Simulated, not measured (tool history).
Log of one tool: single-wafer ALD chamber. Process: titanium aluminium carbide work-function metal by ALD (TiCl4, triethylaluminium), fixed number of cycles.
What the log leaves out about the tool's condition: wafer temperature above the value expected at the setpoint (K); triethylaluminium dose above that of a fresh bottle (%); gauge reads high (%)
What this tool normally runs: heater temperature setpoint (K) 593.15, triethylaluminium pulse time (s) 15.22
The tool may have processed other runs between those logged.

run	day	heater temperature setpoint (K)	triethylaluminium pulse time (s)	wafers since the last listed run	hours since the last thermocouple change	hours since the last triethylaluminium bottle change	hours since the showerhead was replaced	hours since the gauge calibration	read-back reference wafer on the same gauge, thickness_nm	mean film thickness on the monitor wafer (angstrom)
1	0.000	593.15	18.70	0	540.0	76.1	3854.0	1236.5	1.870	22.75
2	1.033	593.15	10.99	261	564.8	100.9	3878.8	1261.3	1.870	22.29
3	2.067	593.15	19.19	261	589.6	125.7	3903.6	1286.1	1.870	22.91
4	4.612	593.15	19.19	643	650.7	186.8	3964.7	1347.2	1.870	22.76
5	5.712	593.15	15.22	277	677.1	213.2	3991.1	1373.6	1.870	22.63
6	6.817	593.15	15.22	278	703.6	239.7	4017.6	1400.1	1.870	22.54
7	9.117	604.15	15.22	581	758.8	294.9	4072.8	1455.3	1.870	23.49
8	10.554	593.15	17.72	363	793.3	329.4	4107.3	1489.8	1.871	22.76
9	11.667	593.15	17.72	281	820.0	356.1	4134.0	1516.5	1.870	22.78
10	12.683	605.15	17.69	256	844.4	380.5	4158.4	1540.9	1.870	23.72
11	14.362	593.15	11.75	424	884.7	420.8	4198.7	1581.2	1.870	22.39
12	16.912	585.15	12.22	644	945.9	482.0	4259.9	1642.4	1.870	21.83
13	18.046	593.15	15.22	286	973.1	509.2	4287.1	1669.6	1.869	22.49
# day 19.129: gauge calibrated
# day 20.308: triethylaluminium bottle replaced
14	20.629	593.15	15.22	568	1035.1	7.7	4349.1	36.0	1.870	22.44
15	22.929	593.15	17.72	581	1090.3	62.9	4404.3	91.2	1.870	22.54
16	25.754	606.15	12.87	713	1158.1	130.7	4472.1	159.0	1.870	23.29
17	27.146	601.15	20.67	351	1191.5	164.1	4505.5	192.4	1.871	23.24
18	28.742	600.15	21.22	403	1229.8	202.4	4543.8	230.7	1.870	23.18
19	30.188	593.15	11.72	365	1264.5	237.1	4578.5	265.4	1.871	22.19
# day 30.562: showerhead replaced
20	33.079	579.15	19.55	646	1333.9	306.5	60.4	334.8	1.871	21.41
# day 35.342: thermocouple changed; heater temperature recalibrated
21	35.462	593.15	18.33	517	2.9	363.7	117.6	392.0	1.870	22.90
22	37.788	593.15	15.22	587	58.7	419.5	173.4	447.8	1.871	22.83
# day 40.221: triethylaluminium bottle replaced
23	40.750	599.15	21.23	664	129.8	12.7	244.5	518.9	1.870	23.35
24	42.492	606.15	9.44	439	171.6	54.5	286.3	560.7	1.869	23.18
25	44.271	599.15	13.03	449	214.3	97.2	329.0	603.4	1.870	23.08
26	47.267	593.15	15.22	756	286.2	169.1	400.9	675.3	1.869	22.75
27	49.096	607.15	18.73	462	330.1	213.0	444.8	719.2	1.870	24.01
28	50.258	599.15	15.22	293	358.0	240.9	472.7	747.1	1.869	23.28
29	52.779	593.15	21.26	636	418.5	301.4	533.2	807.6	1.870	22.89
30	54.742	598.15	12.24	495	465.6	348.5	580.3	854.7	1.870	22.98
31	56.212	598.15	18.78	371	500.9	383.8	615.6	890.0	1.871	23.17
32	58.229	587.15	13.38	509	549.3	432.2	664.0	938.4	1.870	22.20

5 ways to go on from here, each from the tool as it stands after run 32. What would each give?
A	58.246	600.15	15.22	4	549.7	432.6	664.4	938.8	?	?
B	58.246	600.15	9.41	4	549.7	432.6	664.4	938.8	?	?
C	58.246	582.15	12.35	4	549.7	432.6	664.4	938.8	?	?
D	58.246	606.15	18.02	4	549.7	432.6	664.4	938.8	?	?
E	58.246	601.15	11.08	4	549.7	432.6	664.4	938.8	?	?

run	read-back reference wafer on the same gauge, thickness_nm	mean film thickness on the monitor wafer (angstrom)
A	1.870	23.33
B	1.870	22.67
C	1.870	21.69
D	1.870	23.90
E	1.870	23.07
Take away the tool's hidden state, keep each run's random variation, and the runs would have read:
run	mean film thickness on the monitor wafer (angstrom)
A	23.38
B	22.72
C	21.75
D	23.95
E	23.12
